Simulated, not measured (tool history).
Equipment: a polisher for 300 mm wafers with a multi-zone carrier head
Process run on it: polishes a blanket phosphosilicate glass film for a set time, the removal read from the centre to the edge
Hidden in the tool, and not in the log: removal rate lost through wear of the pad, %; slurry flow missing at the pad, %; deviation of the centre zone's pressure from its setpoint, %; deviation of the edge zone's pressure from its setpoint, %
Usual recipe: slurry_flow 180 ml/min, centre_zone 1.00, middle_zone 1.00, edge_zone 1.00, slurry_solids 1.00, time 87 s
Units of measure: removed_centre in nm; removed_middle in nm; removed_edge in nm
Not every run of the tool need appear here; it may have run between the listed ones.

| run | hour | slurry_flow | centre_zone | middle_zone | edge_zone | slurry_solids | time | wafers since the last listed run | wafers polished on this pad | hours since the slurry nozzle was cleaned | hours since the centre zone pressure was calibrated | hours since the edge zone pressure was calibrated | hours since the carrier head's membrane was replaced | incoming thickness of the incoming film, nm | removed_centre | removed_middle | removed_edge |
|---|---|---|---|---|---|---|---|---|---|---|---|---|---|---|---|---|---|
| 1 | 0.0 | 180 | 1.00 | 1.00 | 1.00 | 1.00 | 87 | 0 | 1311 | 143.0 | 1217.1 | 229.3 | 1220.8 | 4067.0 | 445.5 | 466.9 | 461.2 |
| 2 | 52.2 | 180 | 1.00 | 1.00 | 1.00 | 1.00 | 87 | 475 | 1787 | 195.2 | 1269.3 | 281.5 | 1273.0 | 4023.7 | 435.8 | 464.7 | 458.1 |
| 3 | 95.6 | 150 | 1.00 | 0.96 | 1.00 | 1.00 | 87 | 395 | 2182 | 238.6 | 1312.7 | 324.9 | 1316.4 | 4086.9 | 423.7 | 440.2 | 457.9 |
|  | 101.1 | carrier head's membrane replaced by a new one, of another model than before |
|  | 155.4 | centre zone pressure recalibrated |
| 4 | 164.1 | 180 | 1.00 | 1.00 | 1.00 | 1.00 | 87 | 560 | 2742 | 307.1 | 8.7 | 393.4 | 63.0 | 4097.9 | 479.2 | 467.0 | 471.5 |
|  | 183.3 | worn pad replaced by a new one |
| 5 | 197.4 | 115 | 0.88 | 1.00 | 1.10 | 1.00 | 73 | 266 | 127 | 340.4 | 42.0 | 426.7 | 96.3 | 4093.6 | 340.3 | 360.9 | 390.9 |
| 6 | 241.9 | 195 | 1.00 | 1.00 | 1.00 | 1.25 | 87 | 405 | 533 | 384.9 | 86.5 | 471.2 | 140.8 | 4059.0 | 541.2 | 533.3 | 539.6 |
| 7 | 281.3 | 180 | 1.00 | 1.00 | 0.90 | 1.00 | 87 | 358 | 891 | 424.3 | 125.9 | 510.6 | 180.2 | 4078.0 | 469.6 | 468.1 | 441.9 |
| 8 | 327.1 | 180 | 1.00 | 1.00 | 1.00 | 1.00 | 87 | 417 | 1309 | 470.1 | 171.7 | 556.4 | 226.0 | 4099.7 | 477.4 | 473.7 | 462.7 |
|  | 338.2 | slurry nozzle cleaned |
| 9 | 355.0 | 180 | 1.04 | 1.00 | 1.00 | 1.00 | 70 | 244 | 1553 | 16.8 | 199.6 | 584.3 | 253.9 | 4151.9 | 389.8 | 381.5 | 379.0 |
| 10 | 382.3 | 180 | 1.00 | 1.00 | 1.00 | 1.00 | 87 | 248 | 1802 | 44.1 | 226.9 | 611.6 | 281.2 | 4100.1 | 469.4 | 472.9 | 465.8 |
| 11 | 522.7 | 180 | 1.00 | 1.00 | 1.00 | 1.00 | 87 | 1278 | 3081 | 184.5 | 367.3 | 752.0 | 421.6 | 4078.2 | 470.9 | 475.1 | 464.8 |
| 12 | 565.8 | 235 | 1.05 | 1.00 | 1.00 | 1.00 | 96 | 392 | 3473 | 227.6 | 410.4 | 795.1 | 464.7 | 4011.5 | 558.5 | 540.0 | 530.3 |
| 13 | 595.6 | 180 | 1.00 | 1.00 | 1.00 | 1.00 | 107 | 271 | 3744 | 257.4 | 440.2 | 824.9 | 494.5 | 4070.3 | 565.5 | 578.8 | 585.8 |
|  | 599.9 | worn pad replaced by a new one |
| 14 | 644.0 | 180 | 1.00 | 1.00 | 1.00 | 1.00 | 87 | 404 | 401 | 305.8 | 488.6 | 873.3 | 542.9 | 4034.9 | 477.8 | 465.1 | 478.8 |
| 15 | 708.7 | 180 | 1.00 | 1.00 | 1.00 | 0.80 | 87 | 589 | 990 | 370.5 | 553.3 | 938.0 | 607.6 | 4080.7 | 409.0 | 408.9 | 411.9 |
| 16 | 766.7 | 180 | 1.00 | 1.00 | 1.00 | 1.00 | 87 | 528 | 1518 | 428.5 | 611.3 | 996.0 | 665.6 | 3985.1 | 467.0 | 472.9 | 479.1 |
|  | 775.9 | slurry nozzle cleaned |
| 17 | 803.3 | 125 | 1.00 | 1.05 | 1.00 | 1.00 | 104 | 324 | 1842 | 27.4 | 647.9 | 1032.6 | 702.2 | 4047.8 | 515.6 | 567.7 | 540.1 |
| 18 | 858.2 | 180 | 1.00 | 1.00 | 0.90 | 0.90 | 87 | 499 | 2342 | 82.3 | 702.8 | 1087.5 | 757.1 | 4022.2 | 438.7 | 447.4 | 413.9 |
|  | 908.0 | edge zone pressure recalibrated |
| 19 | 911.1 | 180 | 1.00 | 0.90 | 1.00 | 1.00 | 87 | 463 | 2806 | 135.2 | 755.7 | 3.1 | 810.0 | 4029.2 | 465.9 | 413.5 | 467.0 |
| 20 | 979.2 | 180 | 0.90 | 1.00 | 1.00 | 1.00 | 106 | 620 | 3426 | 203.3 | 823.8 | 71.2 | 878.1 | 4071.9 | 544.6 | 571.2 | 568.3 |
|  | 1038.7 | worn pad replaced by a new one |
| 21 | 1049.2 | 180 | 1.00 | 1.00 | 1.00 | 1.00 | 87 | 600 | 95 | 273.3 | 893.8 | 141.2 | 948.1 | 4050.0 | 454.6 | 465.4 | 475.2 |
| 22 | 1082.9 | 180 | 1.00 | 1.00 | 1.00 | 1.00 | 87 | 306 | 402 | 307.0 | 927.5 | 174.9 | 981.8 | 4043.9 | 459.4 | 467.3 | 477.8 |

Alternative continuations, all from the tool just after run 22; predict every row:
| A | 1083.4 | 180 | 1.00 | 1.00 | 1.00 | 1.00 | 73 | 4 | 407 | 307.5 | 928.0 | 175.4 | 982.3 | 3990.7 | ? | ? | ? |
| B | 1083.4 | 180 | 1.00 | 1.07 | 1.05 | 1.00 | 87 | 4 | 407 | 307.5 | 928.0 | 175.4 | 982.3 | 3990.7 | ? | ? | ? |
| C | 1083.4 | 215 | 1.00 | 1.00 | 1.00 | 1.15 | 87 | 4 | 407 | 307.5 | 928.0 | 175.4 | 982.3 | 3990.7 | ? | ? | ? |

| run | removed_centre | removed_middle | removed_edge |
|---|---|---|---|
| A | 384.5 | 394.7 | 401.1 |
| B | 458.6 | 514.2 | 495.9 |
| C | 507.1 | 519.0 | 524.0 |
What these runs would have given with no unlogged condition in the tool:
| run | removed_centre | removed_middle | removed_edge |
|---|---|---|---|
| A | 397.4 | 394.6 | 401.1 |
| B | 474.0 | 514.1 | 495.9 |
| C | 524.2 | 518.9 | 524.0 |

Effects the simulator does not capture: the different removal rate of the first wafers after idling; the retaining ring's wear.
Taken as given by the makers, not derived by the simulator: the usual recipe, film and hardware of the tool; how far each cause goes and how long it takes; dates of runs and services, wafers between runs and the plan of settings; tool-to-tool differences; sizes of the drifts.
